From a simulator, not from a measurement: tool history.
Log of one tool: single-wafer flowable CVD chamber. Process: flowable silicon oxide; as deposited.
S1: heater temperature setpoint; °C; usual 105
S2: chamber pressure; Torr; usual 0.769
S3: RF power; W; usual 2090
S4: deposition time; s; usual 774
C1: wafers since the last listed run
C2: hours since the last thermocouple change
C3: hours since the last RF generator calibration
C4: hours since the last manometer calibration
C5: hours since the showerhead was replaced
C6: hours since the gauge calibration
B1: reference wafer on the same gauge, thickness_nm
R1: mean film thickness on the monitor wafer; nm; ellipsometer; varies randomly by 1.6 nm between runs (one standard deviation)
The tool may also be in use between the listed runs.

Run 1, hour 0: usual settings but S3 1940 W; C1 0; C2 453.2; C3 447.6; C4 1055.4; C5 4239.6; C6 831.4; B1 314.365. Result: R1 347.449 nm.
Run 2, hour 61.6: usual settings; C1 216; C2 514.8; C3 509.2; C4 1117; C5 4301.2; C6 893; B1 313.852. Result: R1 355.838 nm.
Run 3, hour 132.1: usual settings; C1 248; C2 585.3; C3 579.7; C4 1187.5; C5 4371.7; C6 963.5; B1 313.923. Result: R1 356.385 nm.
Run 4, hour 192.4: usual settings; C1 212; C2 645.6; C3 640; C4 1247.8; C5 4432; C6 1023.8; B1 314.055. Result: R1 354.119 nm.
Run 5, hour 276.6: usual settings but S4 735 s; C1 296; C2 729.8; C3 724.2; C4 1332; C5 4516.2; C6 1108; B1 313.892. Result: R1 337.453 nm.
At hour 295.8: gauge calibrated.
Run 6, hour 365.1: usual settings but S4 735 s; C1 311; C2 818.3; C3 812.7; C4 1420.5; C5 4604.7; C6 69.3; B1 313.965. Result: R1 337.084 nm.
Run 7, hour 467.9: usual settings; C1 361; C2 921.1; C3 915.5; C4 1523.3; C5 4707.5; C6 172.1; B1 314.032. Result: R1 356.209 nm.
Run 8, hour 558.7: usual settings; C1 319; C2 1011.9; C3 1006.3; C4 1614.1; C5 4798.3; C6 262.9; B1 313.719. Result: R1 355.396 nm.
At hour 648.6: thermocouple changed; heater temperature recalibrated.
Run 9, hour 654.8: usual settings; C1 310; C2 6.2; C3 1102.4; C4 1710.2; C5 4894.4; C6 359; B1 313.863. Result: R1 355.655 nm.
At hour 747: showerhead replaced.
Run 10, hour 753.3: usual settings; C1 318; C2 104.7; C3 1200.9; C4 1808.7; C5 6.3; C6 457.5; B1 313.833. Result: R1 355.254 nm.
Run 11, hour 828: usual settings; C1 262; C2 179.4; C3 1275.6; C4 1883.4; C5 81; C6 532.2; B1 313.855. Result: R1 355.649 nm.
At hour 871.3: RF generator calibrated.
Run 12, hour 898.1: usual settings but S2 0.865 Torr, S4 737 s; C1 218; C2 249.5; C3 26.8; C4 1953.5; C5 151.1; C6 602.3; B1 313.965. Result: R1 379.887 nm.
Run 13, hour 943: usual settings; C1 158; C2 294.4; C3 71.7; C4 1998.4; C5 196; C6 647.2; B1 314.026. Result: R1 355.774 nm.
Run 14, hour 989.7: usual settings; C1 164; C2 341.1; C3 118.4; C4 2045.1; C5 242.7; C6 693.9; B1 314.073. Result: R1 357.005 nm.
Run 15, hour 1076.1: usual settings but S1 117 °C, S2 0.59 Torr, S3 1895 W, S4 646 s; C1 304; C2 427.5; C3 204.8; C4 2131.5; C5 329.1; C6 780.3; B1 313.822. Result: R1 142.597 nm.
Run 16, hour 1154.2: usual settings but S1 120 °C, S2 0.593 Torr, S4 899 s; C1 274; C2 505.6; C3 282.9; C4 2209.6; C5 407.2; C6 858.4; B1 313.893. Result: R1 186.786 nm.
At hour 1224.2: capacitance manometer re-zeroed and calibrated.
Run 17, hour 1224.7: usual settings but S1 109 °C, S3 2310 W; C1 219; C2 576.1; C3 353.4; C4 0.5; C5 477.7; C6 928.9; B1 313.908. Result: R1 314.255 nm.
Run 18, hour 1297.1: usual settings but S3 2250 W, S4 727 s; C1 254; C2 648.5; C3 425.8; C4 72.9; C5 550.1; C6 1001.3; B1 313.934. Result: R1 343.239 nm.
Run 19, hour 1353.3: usual settings but S1 93 °C, S2 0.647 Torr, S4 909 s; C1 197; C2 704.7; C3 482; C4 129.1; C5 606.3; C6 1057.5; B1 313.755. Result: R1 550.09 nm.
Run 20, hour 1429: usual settings but S2 0.902 Torr; C1 266; C2 780.4; C3 557.7; C4 204.8; C5 682; C6 1133.2; B1 314.147. Result: R1 416.786 nm.
At hour 1518.9: gauge calibrated.
Run 21, hour 1519.4: usual settings; C1 318; C2 870.8; C3 648.1; C4 295.2; C5 772.4; C6 0.5; B1 313.905. Result: R1 354.617 nm.
Run 22, hour 1617.3: usual settings but S1 114 °C, S4 734 s; C1 344; C2 968.7; C3 746; C4 393.1; C5 870.3; C6 98.4; B1 313.868. Result: R1 240.887 nm.
At hour 1696.4: thermocouple changed; heater temperature recalibrated.
Run 23, hour 1715.6: usual settings but S1 117 °C, S3 2290 W; C1 317; C2 19.2; C3 844.3; C4 491.4; C5 968.6; C6 196.7; B1 314.195. Result: R1 236.757 nm.
Run 24, hour 1760.1: usual settings but S3 2485 W; C1 156; C2 63.7; C3 888.8; C4 535.9; C5 1013.1; C6 241.2; B1 313.861. Result: R1 369.806 nm.
Run 25, hour 1817.1: usual settings but S1 92 °C, S2 0.945 Torr, S3 2385 W; C1 200; C2 120.7; C3 945.8; C4 592.9; C5 1070.1; C6 298.2; B1 314.149. Result: R1 738.165 nm.
Run 26, hour 1901.8: usual settings but S1 112 °C; C1 298; C2 205.4; C3 1030.5; C4 677.6; C5 1154.8; C6 382.9; B1 314.037. Result: R1 275.631 nm.
Run 27, hour 1955.1: usual settings; C1 187; C2 258.7; C3 1083.8; C4 730.9; C5 1208.1; C6 436.2; B1 314.16. Result: R1 356.47 nm.
At hour 1982.1: RF generator calibrated.
Run 28, hour 2016: usual settings; C1 186; C2 319.6; C3 33.9; C4 791.8; C5 1269; C6 497.1; B1 313.874. Result: R1 355.423 nm.
Run 29, hour 2055.9: usual settings but S3 2430 W; C1 140; C2 359.5; C3 73.8; C4 831.7; C5 1308.9; C6 537; B1 314.155. Result: R1 367.767 nm.

Here are 3 independent what-if runs from the current tool condition. What would each one return?
Run A, hour 2056.5: usual settings; C1 2; C2 360.1; C3 74.4; C4 832.3; C5 1309.5; C6 537.6; B1 ?. Result: R1 ?.
Run B, hour 2056.5: usual settings but S1 119 °C; C1 2; C2 360.1; C3 74.4; C4 832.3; C5 1309.5; C6 537.6; B1 ?. Result: R1 ?.
Run C, hour 2056.5: usual settings but S1 115 °C; C1 2; C2 360.1; C3 74.4; C4 832.3; C5 1309.5; C6 537.6; B1 ?. Result: R1 ?.

run       B1       R1
  A  314.128   356.17
  B  314.128  216.277
  C  314.128  247.608
Stripped of hidden state, with their random variation kept, the same runs would have yielded:
run       R1
  A   356.17
  B  216.277
  C  247.608

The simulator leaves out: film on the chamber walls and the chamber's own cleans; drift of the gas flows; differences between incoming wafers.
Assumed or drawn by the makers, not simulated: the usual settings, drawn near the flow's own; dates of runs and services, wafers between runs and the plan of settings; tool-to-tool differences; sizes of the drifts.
